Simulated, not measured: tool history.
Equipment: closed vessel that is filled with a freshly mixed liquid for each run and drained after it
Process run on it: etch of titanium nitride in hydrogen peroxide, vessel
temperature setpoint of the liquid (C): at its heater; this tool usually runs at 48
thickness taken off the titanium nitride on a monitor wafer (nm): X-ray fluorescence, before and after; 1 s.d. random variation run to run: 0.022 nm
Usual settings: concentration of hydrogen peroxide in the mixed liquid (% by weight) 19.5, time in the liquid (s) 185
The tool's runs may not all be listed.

run	hour	temperature setpoint of the liquid (C)	concentration of hydrogen peroxide in the mixed liquid (% by weight)	time in the liquid (s)	read-back film thickness of the titanium nitride reference wafer, read on the same gauge (nm)	thickness taken off the titanium nitride on a monitor wafer (nm)
1	0	48	15.5	185	79.99	4.917
2	28	48	15.5	185	79.999	4.867
3	41.7	42	19.5	185	80.011	3.319
4	101.2	48	19.5	185	80.002	5.169
# hour 160.7: thermometer replaced
# hour 165.9: gauge calibrated
5	183.8	48	19.5	185	80.009	4.261
6	196	48	19.5	185	79.982	4.29
7	228.7	48	19.5	185	80.008	4.325
8	241.6	57	14	185	79.966	7.646
# hour 264: new drum of peroxide connected
9	274.9	38.5	19.5	185	79.988	2.13
10	307.8	48	19.5	185	80.008	4.387
# hour 351.5: peroxide flow meter replaced
11	407.1	56.5	25	95	80.032	4.364
12	429.7	54	25.5	215	79.989	8.381
13	442.1	39	19.5	100	80.023	1.214
14	459.2	48	19.5	185	79.949	4.428

3 options for the next run, each taken on its own from the tool as it stands now. Forecast them:
A	459.9	48	19.5	185	?	?
B	459.9	48	22	185	?	?
C	459.9	45	19.5	185	?	?

run	read-back film thickness of the titanium nitride reference wafer, read on the same gauge (nm)	thickness taken off the titanium nitride on a monitor wafer (nm)
A	79.986	4.466
B	79.986	4.583
C	79.986	3.583
The same runs, with their run-to-run variation unchanged, on a tool lacking any hidden condition would have given:
run	thickness taken off the titanium nitride on a monitor wafer (nm)
A	4.192
B	4.302
C	3.359
